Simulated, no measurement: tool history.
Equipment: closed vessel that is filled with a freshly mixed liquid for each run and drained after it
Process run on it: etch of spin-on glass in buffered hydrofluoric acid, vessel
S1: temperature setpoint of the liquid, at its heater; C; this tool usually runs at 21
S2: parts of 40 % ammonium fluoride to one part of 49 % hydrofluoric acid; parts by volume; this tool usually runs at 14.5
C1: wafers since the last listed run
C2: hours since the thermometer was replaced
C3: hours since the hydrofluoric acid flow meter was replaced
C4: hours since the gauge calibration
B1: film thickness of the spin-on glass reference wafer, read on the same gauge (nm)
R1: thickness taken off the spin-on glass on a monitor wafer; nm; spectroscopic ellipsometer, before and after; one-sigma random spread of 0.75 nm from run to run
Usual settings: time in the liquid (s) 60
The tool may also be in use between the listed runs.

{"run": 1, "hour": 0.0, "S1": 21, "S2": 14.5, "time in the liquid (s)": 75, "C1": 0, "C2": 2318, "C3": 2553.6, "C4": 940.8, "B1": 130.01, "R1": 106.06}
{"run": 2, "hour": 35.3, "S1": 21, "S2": 14.5, "time in the liquid (s)": 75, "C1": 3366, "C2": 2353.3, "C3": 2588.9, "C4": 976.1, "B1": 130, "R1": 106.21}
{"run": 3, "hour": 52.5, "S1": 21, "S2": 14.5, "time in the liquid (s)": 60, "C1": 1640, "C2": 2370.5, "C3": 2606.1, "C4": 993.3, "B1": 129.99, "R1": 85.97}
{"run": 4, "hour": 77.5, "S1": 21, "S2": 14.5, "time in the liquid (s)": 60, "C1": 2383, "C2": 2395.5, "C3": 2631.1, "C4": 1018.3, "B1": 129.99, "R1": 85.67}
{"run": 5, "hour": 91.7, "S1": 21, "S2": 14.5, "time in the liquid (s)": 60, "C1": 1354, "C2": 2409.7, "C3": 2645.3, "C4": 1032.5, "B1": 130.01, "R1": 83.86}
{"run": 6, "hour": 108.6, "S1": 21, "S2": 14.5, "time in the liquid (s)": 60, "C1": 1611, "C2": 2426.6, "C3": 2662.2, "C4": 1049.4, "B1": 130.01, "R1": 86.02}
{"hour": 110.2, "done": "hydrofluoric acid flow meter replaced"}
{"hour": 112.3, "done": "gauge calibrated"}
{"hour": 118.9, "done": "thermometer replaced"}
{"run": 7, "hour": 121.4, "S1": 21, "S2": 14.5, "time in the liquid (s)": 60, "C1": 1029, "C2": 2.5, "C3": 11.2, "C4": 9.1, "B1": 130, "R1": 76.07}
{"run": 8, "hour": 145.1, "S1": 21, "S2": 14.5, "time in the liquid (s)": 60, "C1": 2259, "C2": 26.2, "C3": 34.9, "C4": 32.8, "B1": 129.99, "R1": 76.74}
{"run": 9, "hour": 166.1, "S1": 21, "S2": 14.5, "time in the liquid (s)": 60, "C1": 2002, "C2": 47.2, "C3": 55.9, "C4": 53.8, "B1": 130, "R1": 76.28}
{"run": 10, "hour": 192.6, "S1": 25.5, "S2": 18, "time in the liquid (s)": 30, "C1": 2526, "C2": 73.7, "C3": 82.4, "C4": 80.3, "B1": 130, "R1": 39.41}
{"run": 11, "hour": 212.1, "S1": 25.5, "S2": 16.5, "time in the liquid (s)": 35, "C1": 1859, "C2": 93.2, "C3": 101.9, "C4": 99.8, "B1": 130, "R1": 50.9}
{"run": 12, "hour": 318.0, "S1": 21, "S2": 14.5, "time in the liquid (s)": 60, "C1": 10098, "C2": 199.1, "C3": 207.8, "C4": 205.7, "B1": 130.01, "R1": 78.37}
{"run": 13, "hour": 353.7, "S1": 19.5, "S2": 19.5, "time in the liquid (s)": 50, "C1": 3404, "C2": 234.8, "C3": 243.5, "C4": 241.4, "B1": 130.01, "R1": 44.26}
{"run": 14, "hour": 434.8, "S1": 21, "S2": 14.5, "time in the liquid (s)": 60, "C1": 7733, "C2": 315.9, "C3": 324.6, "C4": 322.5, "B1": 129.98, "R1": 77.01}
{"run": 15, "hour": 467.8, "S1": 21, "S2": 9.5, "time in the liquid (s)": 60, "C1": 3146, "C2": 348.9, "C3": 357.6, "C4": 355.5, "B1": 130, "R1": 112.7}
{"run": 16, "hour": 491.7, "S1": 21, "S2": 14.5, "time in the liquid (s)": 60, "C1": 2279, "C2": 372.8, "C3": 381.5, "C4": 379.4, "B1": 129.98, "R1": 76.83}
{"run": 17, "hour": 515.0, "S1": 21, "S2": 14.5, "time in the liquid (s)": 60, "C1": 2221, "C2": 396.1, "C3": 404.8, "C4": 402.7, "B1": 130, "R1": 78.29}
{"run": 18, "hour": 544.9, "S1": 26, "S2": 14.5, "time in the liquid (s)": 60, "C1": 2851, "C2": 426, "C3": 434.7, "C4": 432.6, "B1": 130, "R1": 103.27}
{"run": 19, "hour": 599.2, "S1": 21, "S2": 14.5, "time in the liquid (s)": 60, "C1": 5177, "C2": 480.3, "C3": 489, "C4": 486.9, "B1": 129.98, "R1": 77.45}
{"run": 20, "hour": 614.0, "S1": 24.5, "S2": 14.5, "time in the liquid (s)": 60, "C1": 1411, "C2": 495.1, "C3": 503.8, "C4": 501.7, "B1": 129.99, "R1": 95.69}
{"run": 21, "hour": 635.2, "S1": 21, "S2": 18, "time in the liquid (s)": 60, "C1": 2021, "C2": 516.3, "C3": 525, "C4": 522.9, "B1": 130.03, "R1": 63.77}
{"run": 22, "hour": 648.3, "S1": 24, "S2": 10.5, "time in the liquid (s)": 90, "C1": 1249, "C2": 529.4, "C3": 538.1, "C4": 536, "B1": 130, "R1": 192.99}
{"run": 23, "hour": 681.3, "S1": 17, "S2": 16.5, "time in the liquid (s)": 90, "C1": 3146, "C2": 562.4, "C3": 571.1, "C4": 569, "B1": 129.99, "R1": 82.65}
{"run": 24, "hour": 712.1, "S1": 21, "S2": 16.5, "time in the liquid (s)": 45, "C1": 2937, "C2": 593.2, "C3": 601.9, "C4": 599.8, "B1": 129.99, "R1": 52.8}
{"run": 25, "hour": 733.9, "S1": 24.5, "S2": 14.5, "time in the liquid (s)": 60, "C1": 2078, "C2": 615, "C3": 623.7, "C4": 621.6, "B1": 129.99, "R1": 96.6}
{"run": 26, "hour": 761.0, "S1": 21, "S2": 17, "time in the liquid (s)": 60, "C1": 2584, "C2": 642.1, "C3": 650.8, "C4": 648.7, "B1": 130, "R1": 68.96}
{"run": 27, "hour": 781.3, "S1": 21, "S2": 14.5, "time in the liquid (s)": 30, "C1": 1935, "C2": 662.4, "C3": 671.1, "C4": 669, "B1": 130, "R1": 39.72}
{"run": 28, "hour": 801.3, "S1": 21, "S2": 14.5, "time in the liquid (s)": 60, "C1": 1907, "C2": 682.4, "C3": 691.1, "C4": 689, "B1": 130, "R1": 78.65}
{"run": 29, "hour": 834.3, "S1": 21, "S2": 14.5, "time in the liquid (s)": 60, "C1": 3146, "C2": 715.4, "C3": 724.1, "C4": 722, "B1": 130, "R1": 78}
{"run": 30, "hour": 875.5, "S1": 18.5, "S2": 9, "time in the liquid (s)": 35, "C1": 3928, "C2": 756.6, "C3": 765.3, "C4": 763.2, "B1": 130.01, "R1": 62.24}
{"run": 31, "hour": 894.6, "S1": 21, "S2": 14.5, "time in the liquid (s)": 60, "C1": 1821, "C2": 775.7, "C3": 784.4, "C4": 782.3, "B1": 130, "R1": 79.45}
{"run": 32, "hour": 929.0, "S1": 21, "S2": 14.5, "time in the liquid (s)": 60, "C1": 3280, "C2": 810.1, "C3": 818.8, "C4": 816.7, "B1": 129.99, "R1": 80.32}

Run-by-run hidden state of the tool:
liquid hotter than its thermometer reads (K): 0 on each run
gauge reads high (%): 0 on each run
H1: hydrofluoric acid flow above the setpoint (%)
run=1 H1=12.8
run=2 H1=13
run=3 H1=13.1
run=4 H1=13.2
run=5 H1=13.3
run=6 H1=13.4
run=7 H1=2.63
run=8 H1=2.75
run=9 H1=2.85
run=10 H1=2.98
run=11 H1=3.08
run=12 H1=3.61
run=13 H1=3.78
run=14 H1=4.18
run=15 H1=4.35
run=16 H1=4.47
run=17 H1=4.58
run=18 H1=4.73
run=19 H1=5
run=20 H1=5.07
run=21 H1=5.18
run=22 H1=5.24
run=23 H1=5.41
run=24 H1=5.56
run=25 H1=5.67
run=26 H1=5.8
run=27 H1=5.9
run=28 H1=6
run=29 H1=6.16
run=30 H1=6.37
run=31 H1=6.46
run=32 H1=6.63

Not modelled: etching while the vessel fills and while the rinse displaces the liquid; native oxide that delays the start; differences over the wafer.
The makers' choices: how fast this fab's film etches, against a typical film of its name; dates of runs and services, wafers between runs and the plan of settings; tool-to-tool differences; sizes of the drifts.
